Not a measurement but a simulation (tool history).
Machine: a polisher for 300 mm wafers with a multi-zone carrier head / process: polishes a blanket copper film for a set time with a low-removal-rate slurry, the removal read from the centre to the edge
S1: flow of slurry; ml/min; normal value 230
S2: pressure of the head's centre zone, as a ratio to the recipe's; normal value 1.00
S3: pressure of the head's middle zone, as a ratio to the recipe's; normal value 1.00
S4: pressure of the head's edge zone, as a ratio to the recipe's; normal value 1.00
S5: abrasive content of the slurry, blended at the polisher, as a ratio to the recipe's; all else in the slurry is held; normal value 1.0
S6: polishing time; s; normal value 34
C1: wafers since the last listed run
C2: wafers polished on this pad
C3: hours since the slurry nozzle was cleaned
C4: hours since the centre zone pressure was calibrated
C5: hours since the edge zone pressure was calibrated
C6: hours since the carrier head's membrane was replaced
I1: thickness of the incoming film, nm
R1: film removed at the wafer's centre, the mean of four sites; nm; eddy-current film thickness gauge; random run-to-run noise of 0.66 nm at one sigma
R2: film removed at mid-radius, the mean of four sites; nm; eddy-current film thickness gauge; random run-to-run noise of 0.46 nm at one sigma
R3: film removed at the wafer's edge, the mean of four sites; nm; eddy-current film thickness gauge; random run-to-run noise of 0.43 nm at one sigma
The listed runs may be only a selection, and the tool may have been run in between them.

| run | day | S1 | S2 | S3 | S4 | S5 | S6 | C1 | C2 | C3 | C4 | C5 | C6 | I1 | R1 | R2 | R3 |
|---|---|---|---|---|---|---|---|---|---|---|---|---|---|---|---|---|---|
| 1 | 0.000 | 230 | 1.00 | 1.00 | 1.00 | 1.0 | 34 | 0 | 212 | 36.0 | 561.1 | 149.3 | 1550.5 | 1321.7 | 70.9 | 61.1 | 62.2 |
|  | 0.358 | centre zone pressure recalibrated |
| 2 | 4.042 | 230 | 1.00 | 1.00 | 1.00 | 1.0 | 34 | 537 | 750 | 133.0 | 88.4 | 246.3 | 1647.5 | 1345.8 | 63.2 | 61.1 | 61.3 |
| 3 | 7.188 | 230 | 1.00 | 1.00 | 1.00 | 1.0 | 34 | 427 | 1177 | 208.5 | 163.9 | 321.8 | 1723.0 | 1307.1 | 65.3 | 61.3 | 60.5 |
|  | 9.138 | carrier head's membrane replaced by a new one |
|  | 14.142 | edge zone pressure recalibrated |
|  | 15.183 | slurry nozzle cleaned |
| 4 | 15.617 | 230 | 1.00 | 1.00 | 1.00 | 1.0 | 34 | 1098 | 2276 | 10.4 | 366.2 | 35.4 | 155.5 | 1319.7 | 65.2 | 57.1 | 58.0 |
|  | 18.704 | worn pad replaced by a new one |
| 5 | 19.500 | 230 | 1.00 | 1.00 | 1.00 | 1.0 | 34 | 504 | 108 | 103.6 | 459.4 | 128.6 | 248.7 | 1323.5 | 68.5 | 61.7 | 63.0 |
|  | 21.050 | centre zone pressure recalibrated |
| 6 | 21.400 | 230 | 1.00 | 1.00 | 1.00 | 1.0 | 34 | 246 | 354 | 149.2 | 8.4 | 174.2 | 294.3 | 1332.4 | 62.6 | 62.5 | 63.3 |
| 7 | 25.250 | 230 | 1.00 | 1.00 | 1.00 | 1.0 | 42 | 522 | 877 | 241.6 | 100.8 | 266.6 | 386.7 | 1332.5 | 81.1 | 76.1 | 77.8 |
| 8 | 28.592 | 230 | 0.93 | 1.10 | 1.00 | 1.0 | 27 | 453 | 1330 | 321.8 | 181.0 | 346.8 | 466.9 | 1328.3 | 48.3 | 52.2 | 49.0 |
|  | 31.188 | edge zone pressure recalibrated |
| 9 | 31.842 | 230 | 1.00 | 1.00 | 1.12 | 1.0 | 44 | 429 | 1760 | 399.8 | 259.0 | 15.7 | 544.9 | 1319.3 | 85.4 | 78.6 | 83.9 |
|  | 33.383 | slurry nozzle cleaned |
| 10 | 34.975 | 230 | 1.00 | 0.92 | 1.00 | 1.0 | 34 | 419 | 2180 | 38.2 | 334.2 | 90.9 | 620.1 | 1315.4 | 65.6 | 54.2 | 59.0 |
|  | 36.904 | worn pad replaced by a new one |
| 11 | 37.454 | 230 | 1.00 | 1.00 | 0.88 | 1.0 | 26 | 313 | 74 | 97.7 | 393.7 | 150.4 | 679.6 | 1327.6 | 53.2 | 47.8 | 45.7 |

What does the tool deliver on the next run?
| 12 | 39.654 | 230 | 1.00 | 0.92 | 1.09 | 1.1 | 44 | 298 | 373 | 150.5 | 446.5 | 203.2 | 732.4 | 1331.2 | ? | ? | ? |

Run 12 yielded R1 90.3 nm, R2 76.5 nm, R3 87.0 nm.
Were there no unlogged condition in the tool, this run, its random variation unchanged, would have produced R1 82.5 nm, R2 76.7 nm, R3 87.2 nm.
